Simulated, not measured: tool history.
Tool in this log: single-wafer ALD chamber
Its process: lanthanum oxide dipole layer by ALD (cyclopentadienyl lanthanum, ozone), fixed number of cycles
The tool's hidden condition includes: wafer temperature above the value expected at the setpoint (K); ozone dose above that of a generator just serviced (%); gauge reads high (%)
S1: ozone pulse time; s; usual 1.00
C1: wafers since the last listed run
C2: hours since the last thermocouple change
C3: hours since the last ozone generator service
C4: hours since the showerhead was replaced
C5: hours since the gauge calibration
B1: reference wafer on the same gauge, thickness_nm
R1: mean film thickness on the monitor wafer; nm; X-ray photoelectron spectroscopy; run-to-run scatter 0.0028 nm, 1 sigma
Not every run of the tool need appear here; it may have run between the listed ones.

run 1 hour=0.0 | S1=1.00 | C1=0 C2=2266.3 C3=595.6 C4=4096.5 C5=375.4 | B1=0.524 | R1=0.505
run 2 hour=32.5 | S1=1.00 | C1=714 C2=2298.8 C3=628.1 C4=4129.0 C5=407.9 | B1=0.524 | R1=0.502
run 3 hour=63.2 | S1=1.23 | C1=674 C2=2329.5 C3=658.8 C4=4159.7 C5=438.6 | B1=0.524 | R1=0.539
run 4 hour=131.6 | S1=1.23 | C1=1503 C2=2397.9 C3=727.2 C4=4228.1 C5=507.0 | B1=0.526 | R1=0.538
run 5 hour=158.6 | S1=1.00 | C1=593 C2=2424.9 C3=754.2 C4=4255.1 C5=534.0 | B1=0.525 | R1=0.502
run 6 hour=189.5 | S1=1.00 | C1=679 C2=2455.8 C3=785.1 C4=4286.0 C5=564.9 | B1=0.526 | R1=0.506
run 7 hour=203.2 | S1=0.70 | C1=301 C2=2469.5 C3=798.8 C4=4299.7 C5=578.6 | B1=0.525 | R1=0.404
run 8 hour=228.3 | S1=0.70 | C1=551 C2=2494.6 C3=823.9 C4=4324.8 C5=603.7 | B1=0.526 | R1=0.406
run 9 hour=263.7 | S1=0.79 | C1=778 C2=2530.0 C3=859.3 C4=4360.2 C5=639.1 | B1=0.525 | R1=0.444
run 10 hour=292.5 | S1=0.79 | C1=633 C2=2558.8 C3=888.1 C4=4389.0 C5=667.9 | B1=0.528 | R1=0.444
run 11 hour=313.6 | S1=0.79 | C1=463 C2=2579.9 C3=909.2 C4=4410.1 C5=689.0 | B1=0.526 | R1=0.444
run 12 hour=338.4 | S1=0.80 | C1=545 C2=2604.7 C3=934.0 C4=4434.9 C5=713.8 | B1=0.526 | R1=0.449
-- hour=355.4 ozone generator serviced
run 13 hour=355.9 | S1=1.00 | C1=208 C2=2622.2 C3=0.5 C4=4452.4 C5=731.3 | B1=0.527 | R1=0.505
-- hour=374.4 thermocouple changed; heater temperature recalibrated
run 14 hour=381.3 | S1=1.00 | C1=382 C2=6.9 C3=25.9 C4=4477.8 C5=756.7 | B1=0.526 | R1=0.506
-- hour=392.9 gauge calibrated
run 15 hour=395.3 | S1=1.00 | C1=307 C2=20.9 C3=39.9 C4=4491.8 C5=2.4 | B1=0.516 | R1=0.494
run 16 hour=419.3 | S1=0.90 | C1=527 C2=44.9 C3=63.9 C4=4515.8 C5=26.4 | B1=0.518 | R1=0.467
run 17 hour=441.1 | S1=0.86 | C1=479 C2=66.7 C3=85.7 C4=4537.6 C5=48.2 | B1=0.520 | R1=0.463
run 18 hour=464.0 | S1=1.32 | C1=503 C2=89.6 C3=108.6 C4=4560.5 C5=71.1 | B1=0.518 | R1=0.545
run 19 hour=499.5 | S1=1.29 | C1=780 C2=125.1 C3=144.1 C4=4596.0 C5=106.6 | B1=0.522 | R1=0.544
run 20 hour=518.4 | S1=0.81 | C1=415 C2=144.0 C3=163.0 C4=4614.9 C5=125.5 | B1=0.523 | R1=0.451
run 21 hour=543.3 | S1=1.00 | C1=547 C2=168.9 C3=187.9 C4=4639.8 C5=150.4 | B1=0.523 | R1=0.499
-- hour=551.9 showerhead replaced
run 22 hour=556.3 | S1=1.35 | C1=109 C2=181.9 C3=200.9 C4=4.4 C5=163.4 | B1=0.525 | R1=0.549
run 23 hour=584.3 | S1=1.00 | C1=615 C2=209.9 C3=228.9 C4=32.4 C5=191.4 | B1=0.525 | R1=0.503
run 24 hour=616.5 | S1=0.70 | C1=707 C2=242.1 C3=261.1 C4=64.6 C5=223.6 | B1=0.526 | R1=0.404
run 25 hour=643.8 | S1=0.61 | C1=600 C2=269.4 C3=288.4 C4=91.9 C5=250.9 | B1=0.525 | R1=0.363
run 26 hour=656.5 | S1=0.70 | C1=279 C2=282.1 C3=301.1 C4=104.6 C5=263.6 | B1=0.525 | R1=0.409
run 27 hour=691.5 | S1=0.65 | C1=769 C2=317.1 C3=336.1 C4=139.6 C5=298.6 | B1=0.527 | R1=0.376
run 28 hour=725.1 | S1=0.72 | C1=738 C2=350.7 C3=369.7 C4=173.2 C5=332.2 | B1=0.528 | R1=0.414
run 29 hour=741.3 | S1=1.00 | C1=356 C2=366.9 C3=385.9 C4=189.4 C5=348.4 | B1=0.528 | R1=0.513
run 30 hour=776.6 | S1=0.63 | C1=775 C2=402.2 C3=421.2 C4=224.7 C5=383.7 | B1=0.527 | R1=0.375
run 31 hour=806.7 | S1=1.00 | C1=661 C2=432.3 C3=451.3 C4=254.8 C5=413.8 | B1=0.528 | R1=0.508
run 32 hour=822.4 | S1=0.77 | C1=345 C2=448.0 C3=467.0 C4=270.5 C5=429.5 | B1=0.529 | R1=0.439
run 33 hour=853.7 | S1=1.00 | C1=688 C2=479.3 C3=498.3 C4=301.8 C5=460.8 | B1=0.528 | R1=0.513
run 34 hour=955.4 | S1=1.00 | C1=2235 C2=581.0 C3=600.0 C4=403.5 C5=562.5 | B1=0.529 | R1=0.513
run 35 hour=975.9 | S1=0.75 | C1=450 C2=601.5 C3=620.5 C4=424.0 C5=583.0 | B1=0.531 | R1=0.435

Predict each of these 3 candidate next runs independently; none follows another, all start after run 35:
run A hour=976.3 | S1=1.40 | C1=8 C2=601.9 C3=620.9 C4=424.4 C5=583.4 | B1=? | R1=?
run B hour=976.3 | S1=1.12 | C1=8 C2=601.9 C3=620.9 C4=424.4 C5=583.4 | B1=? | R1=?
run C hour=976.3 | S1=0.69 | C1=8 C2=601.9 C3=620.9 C4=424.4 C5=583.4 | B1=? | R1=?

run=A B1=0.531 R1=0.563
run=B B1=0.531 R1=0.532
run=C B1=0.531 R1=0.406
What these runs would have given with no unlogged condition in the tool:
run=A R1=0.544
run=B R1=0.514
run=C R1=0.392
